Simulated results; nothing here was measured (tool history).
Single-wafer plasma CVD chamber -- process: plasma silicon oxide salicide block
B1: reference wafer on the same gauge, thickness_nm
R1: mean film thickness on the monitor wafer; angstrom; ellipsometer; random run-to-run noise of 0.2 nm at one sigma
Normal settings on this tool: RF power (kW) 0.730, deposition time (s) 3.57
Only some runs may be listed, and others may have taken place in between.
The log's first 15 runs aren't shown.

run 16 day=43.204 | RF_power_(kW)=0.730 deposition_time_(s)=3.57 | B1=36.400 | R1=403.61
run 17 day=47.025 | RF_power_(kW)=0.730 deposition_time_(s)=3.57 | B1=36.467 | R1=399.83
run 18 day=49.242 | RF_power_(kW)=0.730 deposition_time_(s)=3.57 | B1=36.423 | R1=405.29
run 19 day=52.667 | RF_power_(kW)=0.730 deposition_time_(s)=3.57 | B1=36.451 | R1=399.35
run 20 day=56.921 | RF_power_(kW)=0.675 deposition_time_(s)=3.57 | B1=36.423 | R1=393.65
run 21 day=58.538 | RF_power_(kW)=0.650 deposition_time_(s)=3.92 | B1=36.504 | R1=429.14
-- day=59.696 showerhead replaced
run 22 day=62.500 | RF_power_(kW)=0.825 deposition_time_(s)=3.90 | B1=36.450 | R1=456.18
-- day=63.496 gauge calibrated
run 23 day=65.379 | RF_power_(kW)=0.730 deposition_time_(s)=3.57 | B1=36.434 | R1=404.40
run 24 day=67.688 | RF_power_(kW)=0.650 deposition_time_(s)=2.94 | B1=36.360 | R1=323.25
run 25 day=70.925 | RF_power_(kW)=0.860 deposition_time_(s)=3.17 | B1=36.348 | R1=374.73
run 26 day=75.183 | RF_power_(kW)=0.685 deposition_time_(s)=4.01 | B1=36.373 | R1=448.60
run 27 day=81.175 | RF_power_(kW)=0.600 deposition_time_(s)=4.28 | B1=36.389 | R1=460.69
-- day=82.800 RF generator calibrated
run 28 day=85.083 | RF_power_(kW)=0.655 deposition_time_(s)=4.02 | B1=36.408 | R1=440.12
run 29 day=95.812 | RF_power_(kW)=0.730 deposition_time_(s)=3.57 | B1=36.402 | R1=405.39
run 30 day=99.725 | RF_power_(kW)=0.730 deposition_time_(s)=3.57 | B1=36.474 | R1=404.12
run 31 day=103.267 | RF_power_(kW)=0.730 deposition_time_(s)=3.57 | B1=36.359 | R1=401.11
run 32 day=107.238 | RF_power_(kW)=0.660 deposition_time_(s)=3.14 | B1=36.443 | R1=348.40

3 options for the next run, each taken on its own from the tool as it stands now. Forecast them:
run A day=107.254 | RF_power_(kW)=0.730 deposition_time_(s)=3.57 | B1=? | R1=?
run B day=107.254 | RF_power_(kW)=0.655 deposition_time_(s)=3.22 | B1=? | R1=?
run C day=107.254 | RF_power_(kW)=0.625 deposition_time_(s)=3.96 | B1=? | R1=?

run=A B1=36.358 R1=402.40
run=B B1=36.358 R1=352.15
run=C B1=36.358 R1=427.49
With the hidden condition removed and each run's random variation left untouched, the same runs would have given:
run=A R1=402.40
run=B R1=352.15
run=C R1=427.49
